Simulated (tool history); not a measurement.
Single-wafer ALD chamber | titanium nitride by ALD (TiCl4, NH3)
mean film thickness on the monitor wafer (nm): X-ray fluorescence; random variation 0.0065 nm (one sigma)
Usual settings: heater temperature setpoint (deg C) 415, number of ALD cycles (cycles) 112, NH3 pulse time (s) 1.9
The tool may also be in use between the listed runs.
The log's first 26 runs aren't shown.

| run | day | heater temperature setpoint (deg C) | number of ALD cycles (cycles) | NH3 pulse time (s) | wafers since the last listed run | hours since the last thermocouple change | hours since the showerhead was replaced | hours since the gauge calibration | read-back reference wafer on the same gauge, thickness_nm | mean film thickness on the monitor wafer (nm) |
|---|---|---|---|---|---|---|---|---|---|---|
| 27 | 25.888 | 407 | 95 | 1.9 | 99 | 342.3 | 68.2 | 138.5 | 2.832 | 2.184 |
| 28 | 27.308 | 415 | 101 | 2.56 | 95 | 376.4 | 102.3 | 172.6 | 2.829 | 2.359 |
| 29 | 28.729 | 415 | 104 | 1.21 | 95 | 410.5 | 136.4 | 206.7 | 2.83 | 2.344 |
| 30 | 29.408 | 406 | 124 | 2.19 | 45 | 426.8 | 152.7 | 223 | 2.832 | 2.889 |
| 31 | 30.9 | 426 | 104 | 1.16 | 100 | 462.6 | 188.5 | 258.8 | 2.829 | 2.357 |
| 32 | 31.808 | 415 | 101 | 1.34 | 61 | 484.4 | 210.3 | 280.6 | 2.831 | 2.295 |
| 33 | 32.525 | 415 | 123 | 1.9 | 48 | 501.6 | 227.5 | 297.8 | 2.829 | 2.837 |
| 34 | 33.204 | 415 | 112 | 2.32 | 45 | 517.9 | 243.8 | 314.1 | 2.828 | 2.601 |
| 35 | 34.596 | 419 | 120 | 1.9 | 93 | 551.3 | 277.2 | 347.5 | 2.831 | 2.77 |
| 36 | 35.875 | 426 | 129 | 2.34 | 86 | 582 | 307.9 | 378.2 | 2.829 | 3.013 |
| 37 | 37.146 | 415 | 112 | 1.53 | 85 | 612.5 | 338.4 | 408.7 | 2.83 | 2.568 |
| 38 | 37.867 | 415 | 112 | 2.11 | 48 | 629.8 | 355.7 | 426 | 2.83 | 2.611 |
| 39 | 38.879 | 401 | 133 | 2.48 | 68 | 654.1 | 380 | 450.3 | 2.831 | 3.105 |

5 ways to go on from here, each from the tool as it stands after run 39. What would each give?
| A | 38.904 | 407 | 112 | 1.9 | 1 | 654.7 | 380.6 | 450.9 | ? | ? |
| B | 38.904 | 420 | 112 | 1.9 | 1 | 654.7 | 380.6 | 450.9 | ? | ? |
| C | 38.904 | 426 | 91 | 1.68 | 1 | 654.7 | 380.6 | 450.9 | ? | ? |
| D | 38.904 | 420 | 102 | 1.27 | 1 | 654.7 | 380.6 | 450.9 | ? | ? |
| E | 38.904 | 415 | 131 | 1.9 | 1 | 654.7 | 380.6 | 450.9 | ? | ? |

| run | read-back reference wafer on the same gauge, thickness_nm | mean film thickness on the monitor wafer (nm) |
|---|---|---|
| A | 2.83 | 2.583 |
| B | 2.83 | 2.594 |
| C | 2.83 | 2.102 |
| D | 2.83 | 2.318 |
| E | 2.83 | 3.029 |
Without the tool's hidden state the same runs would have given:
| run | mean film thickness on the monitor wafer (nm) |
|---|---|
| A | 2.583 |
| B | 2.594 |
| C | 2.102 |
| D | 2.318 |
| E | 3.029 |
